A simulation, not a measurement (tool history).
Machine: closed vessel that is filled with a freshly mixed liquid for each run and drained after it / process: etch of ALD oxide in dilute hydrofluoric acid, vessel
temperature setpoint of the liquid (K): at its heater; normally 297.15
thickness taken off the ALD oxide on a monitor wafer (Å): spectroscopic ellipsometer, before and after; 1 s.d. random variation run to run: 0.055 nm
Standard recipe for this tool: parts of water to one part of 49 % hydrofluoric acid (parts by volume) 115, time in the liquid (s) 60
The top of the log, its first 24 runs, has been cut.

run,hour,temperature setpoint of the liquid (K),parts of water to one part of 49 % hydrofluoric acid (parts by volume),time in the liquid (s),wafers since the last listed run,hours since the thermometer was replaced,hours since the hydrofluoric acid flow meter was replaced,hours since the gauge calibration,"read-back film thickness of the ALD oxide reference wafer, read on the same gauge (nm)",thickness taken off the ALD oxide on a monitor wafer (Å)
25,1464,297.15,60,60,5824,392.9,563.3,1241.2,39.99,215.6
# hour 1495: gauge calibrated
26,1533.1,297.15,115,60,7291,462,632.4,38.1,40.04,104.8
27,1572.9,297.15,90,85,4199,501.8,672.2,77.9,40.02,194.7
# hour 1601.7: hydrofluoric acid flow meter replaced
28,1624,297.15,115,45,5286,552.9,22.3,129,40,80.3
29,1648.1,298.65,80,30,2543,577,46.4,153.1,40.02,84.9
30,1687.4,297.15,115,60,4147,616.3,85.7,192.4,39.99,106.7
31,1767.7,294.65,80,70,8473,696.6,166,272.7,40.02,166.7
32,1793.3,297.15,115,60,2701,722.2,191.6,298.3,39.99,106
33,1860.6,297.15,115,60,7101,789.5,258.9,365.6,39.99,106
34,2045.7,292.65,155,60,19532,974.6,444,550.7,39.99,61.8
# hour 2060.4: thermometer replaced
35,2071.9,297.15,115,80,2659,11.5,470.2,576.9,39.99,138.7

Alternative continuations, all from the tool just after run 35; predict every row:
A,2072.6,297.15,115,60,73,12.2,470.9,577.6,?,?
B,2072.6,298.65,160,40,73,12.2,470.9,577.6,?,?
C,2072.6,295.15,115,90,73,12.2,470.9,577.6,?,?

run,"read-back film thickness of the ALD oxide reference wafer, read on the same gauge (nm)",thickness taken off the ALD oxide on a monitor wafer (Å)
A,40,104
B,40,50
C,40,144.2
Had the tool no hidden state, the same runs would have come out as:
run,thickness taken off the ALD oxide on a monitor wafer (Å)
A,108
B,52
C,149.7
